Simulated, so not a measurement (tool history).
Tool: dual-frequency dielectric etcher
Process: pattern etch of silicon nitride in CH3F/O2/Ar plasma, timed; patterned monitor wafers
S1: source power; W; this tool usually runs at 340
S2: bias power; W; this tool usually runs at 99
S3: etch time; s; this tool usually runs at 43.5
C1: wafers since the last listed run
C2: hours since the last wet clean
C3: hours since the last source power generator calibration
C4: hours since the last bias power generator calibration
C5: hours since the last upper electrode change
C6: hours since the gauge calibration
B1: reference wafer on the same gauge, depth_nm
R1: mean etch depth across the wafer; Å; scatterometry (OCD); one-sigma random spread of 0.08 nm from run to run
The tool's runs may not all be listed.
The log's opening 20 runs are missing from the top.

Run 21, hour 1161.9: usual settings; C1 633; C2 343.3; C3 1177.4; C4 384.7; C5 1013.9; C6 156.5; B1 33.93. Result: R1 334.4 Å.
Run 22, hour 1199.1: usual settings but S1 410 W, S2 109 W, S3 53.5 s; C1 337; C2 380.5; C3 1214.6; C4 421.9; C5 1051.1; C6 193.7; B1 33.92. Result: R1 470.8 Å.
Run 23, hour 1264.1: usual settings but S1 290 W, S2 109 W; C1 588; C2 445.5; C3 1279.6; C4 486.9; C5 1116.1; C6 258.7; B1 33.87. Result: R1 331.4 Å.
Run 24, hour 1314.3: usual settings but S1 290 W, S2 106 W, S3 47 s; C1 454; C2 495.7; C3 1329.8; C4 537.1; C5 1166.3; C6 308.9; B1 33.93. Result: R1 349.9 Å.
Run 25, hour 1376.7: usual settings but S1 400 W, S2 76 W, S3 50 s; C1 565; C2 558.1; C3 1392.2; C4 599.5; C5 1228.7; C6 371.3; B1 33.91. Result: R1 351.7 Å.
Run 26, hour 1417.9: usual settings; C1 373; C2 599.3; C3 1433.4; C4 640.7; C5 1269.9; C6 412.5; B1 33.9. Result: R1 336 Å.
At hour 1461.1: wet clean of the chamber.
Run 27, hour 1464.2: usual settings but S1 300 W, S3 32 s; C1 202; C2 3.1; C3 1479.7; C4 687; C5 1316.2; C6 458.8; B1 33.89. Result: R1 232.5 Å.
Run 28, hour 1526.4: usual settings but S1 260 W; C1 563; C2 65.3; C3 1541.9; C4 749.2; C5 1378.4; C6 521; B1 33.92. Result: R1 297 Å.
Run 29, hour 1594.1: usual settings but S1 380 W, S2 113 W, S3 51 s; C1 613; C2 133; C3 1609.6; C4 816.9; C5 1446.1; C6 588.7; B1 33.86. Result: R1 443 Å.
Run 30, hour 1650.3: usual settings; C1 509; C2 189.2; C3 1665.8; C4 873.1; C5 1502.3; C6 644.9; B1 33.91. Result: R1 332.8 Å.

4 ways to go on from here, each from the tool as it stands after run 30. What would each give?
Run A, hour 1650.7: usual settings but S2 123 W; C1 3; C2 189.6; C3 1666.2; C4 873.5; C5 1502.7; C6 645.3; B1 ?. Result: R1 ?.
Run B, hour 1650.7: usual settings but S3 36.5 s; C1 3; C2 189.6; C3 1666.2; C4 873.5; C5 1502.7; C6 645.3; B1 ?. Result: R1 ?.
Run C, hour 1650.7: usual settings but S1 310 W, S2 76 W, S3 53 s; C1 3; C2 189.6; C3 1666.2; C4 873.5; C5 1502.7; C6 645.3; B1 ?. Result: R1 ?.
Run D, hour 1650.7: usual settings but S3 54.5 s; C1 3; C2 189.6; C3 1666.2; C4 873.5; C5 1502.7; C6 645.3; B1 ?. Result: R1 ?.

run     B1     R1
  A  33.86  378.4
  B  33.86  281.5
  C  33.86  335.4
  D  33.86  420.2
Had the tool no hidden state, the same runs would have come out as:
run     R1
  A  378.4
  B  281.5
  C  335.4
  D  420.2
